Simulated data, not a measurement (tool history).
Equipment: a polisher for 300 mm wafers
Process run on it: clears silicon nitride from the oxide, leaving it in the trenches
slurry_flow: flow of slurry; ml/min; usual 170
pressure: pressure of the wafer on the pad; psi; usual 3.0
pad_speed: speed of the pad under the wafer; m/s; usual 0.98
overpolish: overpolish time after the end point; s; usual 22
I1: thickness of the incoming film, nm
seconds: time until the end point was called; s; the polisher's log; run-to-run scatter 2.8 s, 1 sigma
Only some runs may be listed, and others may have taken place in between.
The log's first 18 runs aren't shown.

run 19 hour=513.2 | slurry_flow=115 pressure=3.7 pad_speed=0.88 overpolish=22 | I1=146.1 | seconds=175.0
-- hour=527.7 worn pad replaced by a new one
run 20 hour=541.7 | slurry_flow=150 pressure=3.5 pad_speed=1.08 overpolish=22 | I1=146.1 | seconds=139.4
run 21 hour=561.5 | slurry_flow=190 pressure=3.9 pad_speed=0.98 overpolish=22 | I1=146.1 | seconds=131.4
run 22 hour=593.1 | slurry_flow=145 pressure=3.4 pad_speed=1.26 overpolish=11 | I1=144.1 | seconds=123.3
-- hour=595.7 head pressure recalibrated
run 23 hour=614.1 | slurry_flow=170 pressure=3.0 pad_speed=0.98 overpolish=22 | I1=145.7 | seconds=165.9
run 24 hour=628.3 | slurry_flow=170 pressure=3.0 pad_speed=0.98 overpolish=22 | I1=145.2 | seconds=161.5
run 25 hour=642.0 | slurry_flow=170 pressure=3.0 pad_speed=0.98 overpolish=22 | I1=142.8 | seconds=160.2
run 26 hour=654.5 | slurry_flow=170 pressure=3.5 pad_speed=0.98 overpolish=22 | I1=146.1 | seconds=145.2
run 27 hour=669.4 | slurry_flow=170 pressure=3.0 pad_speed=0.98 overpolish=22 | I1=143.5 | seconds=163.1
run 28 hour=690.6 | slurry_flow=170 pressure=3.0 pad_speed=0.98 overpolish=22 | I1=144.3 | seconds=162.8
-- hour=710.2 worn pad replaced by a new one
run 29 hour=711.5 | slurry_flow=220 pressure=3.0 pad_speed=0.72 overpolish=11 | I1=144.8 | seconds=208.5
run 30 hour=727.5 | slurry_flow=170 pressure=3.0 pad_speed=0.70 overpolish=22 | I1=144.7 | seconds=215.3
run 31 hour=760.6 | slurry_flow=190 pressure=2.7 pad_speed=0.98 overpolish=14 | I1=146.2 | seconds=176.0
-- hour=778.4 slurry nozzle cleaned
run 32 hour=789.6 | slurry_flow=135 pressure=3.0 pad_speed=0.66 overpolish=22 | I1=143.5 | seconds=236.8
run 33 hour=817.9 | slurry_flow=130 pressure=2.7 pad_speed=1.26 overpolish=22 | I1=146.8 | seconds=150.1
run 34 hour=831.2 | slurry_flow=145 pressure=2.7 pad_speed=0.98 overpolish=22 | I1=147.1 | seconds=179.8
run 35 hour=849.1 | slurry_flow=185 pressure=3.0 pad_speed=0.82 overpolish=22 | I1=146.7 | seconds=188.4
run 36 hour=871.5 | slurry_flow=170 pressure=3.0 pad_speed=0.98 overpolish=22 | I1=146.8 | seconds=165.0
-- hour=885.5 worn pad replaced by a new one
run 37 hour=886.0 | slurry_flow=170 pressure=3.0 pad_speed=0.98 overpolish=22 | I1=146.4 | seconds=166.7

Forecast each of these 4 alternatives for the next run:
run A hour=886.5 | slurry_flow=170 pressure=3.0 pad_speed=0.98 overpolish=22 | I1=145.5 | seconds=?
run B hour=886.5 | slurry_flow=170 pressure=3.0 pad_speed=1.18 overpolish=22 | I1=145.5 | seconds=?
run C hour=886.5 | slurry_flow=200 pressure=3.0 pad_speed=0.98 overpolish=12 | I1=145.5 | seconds=?
run D hour=886.5 | slurry_flow=125 pressure=2.6 pad_speed=1.20 overpolish=30 | I1=145.5 | seconds=?

run=A seconds=162.4
run=B seconds=137.3
run=C seconds=158.4
run=D seconds=158.6
Without the tool's unlogged condition, the same runs would have read:
run=A seconds=162.4
run=B seconds=137.3
run=C seconds=158.4
run=D seconds=158.6
